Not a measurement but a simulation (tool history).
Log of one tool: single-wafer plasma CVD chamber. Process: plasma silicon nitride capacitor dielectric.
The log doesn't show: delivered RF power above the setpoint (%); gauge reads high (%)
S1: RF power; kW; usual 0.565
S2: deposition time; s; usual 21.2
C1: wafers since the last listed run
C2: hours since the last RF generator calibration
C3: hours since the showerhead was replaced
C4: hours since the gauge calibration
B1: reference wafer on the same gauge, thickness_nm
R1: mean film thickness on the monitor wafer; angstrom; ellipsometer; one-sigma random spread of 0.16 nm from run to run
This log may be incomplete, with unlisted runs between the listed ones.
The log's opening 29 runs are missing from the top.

run 30 hour=1519.8 | S1=0.495 S2=25.2 | C1=992 C2=247.3 C3=802.8 C4=796.5 | B1=38.374 | R1=411.19
run 31 hour=1587.5 | S1=0.565 S2=22.6 | C1=1988 C2=315.0 C3=870.5 C4=864.2 | B1=38.393 | R1=382.70
run 32 hour=1692.3 | S1=0.565 S2=21.2 | C1=3077 C2=419.8 C3=975.3 C4=969.0 | B1=38.372 | R1=357.65
run 33 hour=1728.7 | S1=0.670 S2=18.9 | C1=1069 C2=456.2 C3=1011.7 C4=1005.4 | B1=38.411 | R1=332.94
run 34 hour=1770.6 | S1=0.660 S2=22.3 | C1=1230 C2=498.1 C3=1053.6 C4=1047.3 | B1=38.413 | R1=391.06
run 35 hour=1891.0 | S1=0.675 S2=18.9 | C1=3536 C2=618.5 C3=1174.0 C4=1167.7 | B1=38.409 | R1=333.45
run 36 hour=1923.6 | S1=0.565 S2=21.2 | C1=957 C2=651.1 C3=1206.6 C4=1200.3 | B1=38.370 | R1=356.93
run 37 hour=1982.6 | S1=0.565 S2=21.2 | C1=1732 C2=710.1 C3=1265.6 C4=1259.3 | B1=38.371 | R1=358.37
run 38 hour=2009.8 | S1=0.565 S2=17.3 | C1=798 C2=737.3 C3=1292.8 C4=1286.5 | B1=38.367 | R1=290.99
run 39 hour=2041.2 | S1=0.630 S2=19.0 | C1=922 C2=768.7 C3=1324.2 C4=1317.9 | B1=38.391 | R1=328.03
run 40 hour=2111.1 | S1=0.465 S2=19.3 | C1=2052 C2=838.6 C3=1394.1 C4=1387.8 | B1=38.405 | R1=309.32
run 41 hour=2252.6 | S1=0.605 S2=19.4 | C1=4155 C2=980.1 C3=1535.6 C4=1529.3 | B1=38.398 | R1=331.82
run 42 hour=2289.4 | S1=0.565 S2=21.2 | C1=1080 C2=1016.9 C3=1572.4 C4=1566.1 | B1=38.443 | R1=352.26
run 43 hour=2351.0 | S1=0.535 S2=25.2 | C1=1809 C2=1078.5 C3=1634.0 C4=1627.7 | B1=38.446 | R1=414.04
run 44 hour=2380.3 | S1=0.565 S2=21.2 | C1=860 C2=1107.8 C3=1663.3 C4=1657.0 | B1=38.379 | R1=353.14
-- hour=2393.3 RF generator calibrated
run 45 hour=2414.9 | S1=0.515 S2=21.2 | C1=781 C2=21.6 C3=1697.9 C4=1691.6 | B1=38.353 | R1=351.69

Branching from run 45: 3 alternative next runs. What would each branch give?
run A hour=2415.3 | S1=0.565 S2=25.3 | C1=11 C2=22.0 C3=1698.3 C4=1692.0 | B1=? | R1=?
run B hour=2415.3 | S1=0.500 S2=24.6 | C1=11 C2=22.0 C3=1698.3 C4=1692.0 | B1=? | R1=?
run C hour=2415.3 | S1=0.465 S2=20.0 | C1=11 C2=22.0 C3=1698.3 C4=1692.0 | B1=? | R1=?

run=A B1=38.406 R1=433.14
run=B B1=38.406 R1=408.03
run=C B1=38.406 R1=325.64
With the hidden condition removed and each run's random variation left untouched, the same runs would have given:
run=A R1=433.58
run=B R1=408.45
run=C R1=325.97

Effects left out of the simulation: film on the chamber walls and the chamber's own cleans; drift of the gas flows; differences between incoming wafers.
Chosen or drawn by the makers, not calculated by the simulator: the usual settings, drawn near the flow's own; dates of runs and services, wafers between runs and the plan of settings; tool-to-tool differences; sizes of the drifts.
